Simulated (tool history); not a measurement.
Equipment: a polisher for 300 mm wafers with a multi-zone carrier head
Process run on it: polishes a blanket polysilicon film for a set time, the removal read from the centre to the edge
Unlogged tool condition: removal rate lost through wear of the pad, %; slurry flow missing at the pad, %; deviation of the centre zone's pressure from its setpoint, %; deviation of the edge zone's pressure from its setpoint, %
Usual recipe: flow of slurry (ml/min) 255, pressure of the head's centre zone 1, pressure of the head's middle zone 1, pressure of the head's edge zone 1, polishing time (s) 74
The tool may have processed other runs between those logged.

run	day	flow of slurry (ml/min)	pressure of the head's centre zone	pressure of the head's middle zone	pressure of the head's edge zone	polishing time (s)	wafers since the last listed run	wafers polished on this pad	hours since the slurry nozzle was cleaned	hours since the centre zone pressure was calibrated	hours since the edge zone pressure was calibrated	hours since the carrier head's membrane was replaced	incoming thickness of the incoming film, nm	film removed at the wafer's centre (Å)	film removed at mid-radius (Å)	film removed at the wafer's edge (Å)
1	0	255	1	1	1	74	0	4	661.9	1425.8	1103.6	913.5	1852.3	4988	4984	5016
2	0.325	255	1	1	1	74	63	67	669.7	1433.6	1111.4	921.3	1839.3	4915	5049	4985
3	0.858	255	1	1	1	74	104	171	682.5	1446.4	1124.2	934.1	1884.2	4935	5031	5007
4	1.533	255	1	1	0.9	74	131	303	698.7	1462.6	1140.4	950.3	1853.6	4978	5029	4761
5	2.125	255	0.9	1	1	74	115	418	712.9	1476.8	1154.6	964.5	1877.9	4453	4938	4944
# day 2.229: edge zone pressure recalibrated
6	2.425	300	1	1	1	74	42	460	720.1	1484	4.7	971.7	1819.7	5028	5167	5063
7	3.004	255	1	1	1	74	112	573	734	1497.9	18.6	985.6	1867.7	4972	4956	5028
# day 3.096: centre zone pressure recalibrated
8	3.508	255	1	1	1	55	82	656	746.1	9.9	30.7	997.7	1839	3667	3707	3679
9	4.117	340	1	1	0.93	100	118	774	760.7	24.5	45.3	1012.3	1849.1	6879	7082	6712
10	4.775	255	1.11	1	0.95	74	128	903	776.5	40.3	61.1	1028.1	1840	5391	4829	4856
11	5.421	345	1	1	1.03	65	125	1029	792	55.8	76.6	1043.6	1818	4443	4519	4514
# day 5.783: carrier head's membrane replaced by a new one
12	6.088	255	1	0.91	1.11	74	89	1118	808	71.8	92.6	7.3	1839.9	4877	4533	5142

Predict the results of run 13:
# day 6.271: slurry nozzle cleaned
13	6.396	210	1.07	1	1	97	52	1170	3	79.2	100	14.7	1870.4	?	?	?

{"run 13": {"film removed at the wafer's centre (Å)": 7282, "film removed at mid-radius (Å)": 6842, "film removed at the wafer's edge (Å)": 6686}}
If the tool had no hidden condition, the same run with the same run-to-run variation would have returned film removed at the wafer's centre (Å) 7287, film removed at mid-radius (Å) 6846, film removed at the wafer's edge (Å) 6688.

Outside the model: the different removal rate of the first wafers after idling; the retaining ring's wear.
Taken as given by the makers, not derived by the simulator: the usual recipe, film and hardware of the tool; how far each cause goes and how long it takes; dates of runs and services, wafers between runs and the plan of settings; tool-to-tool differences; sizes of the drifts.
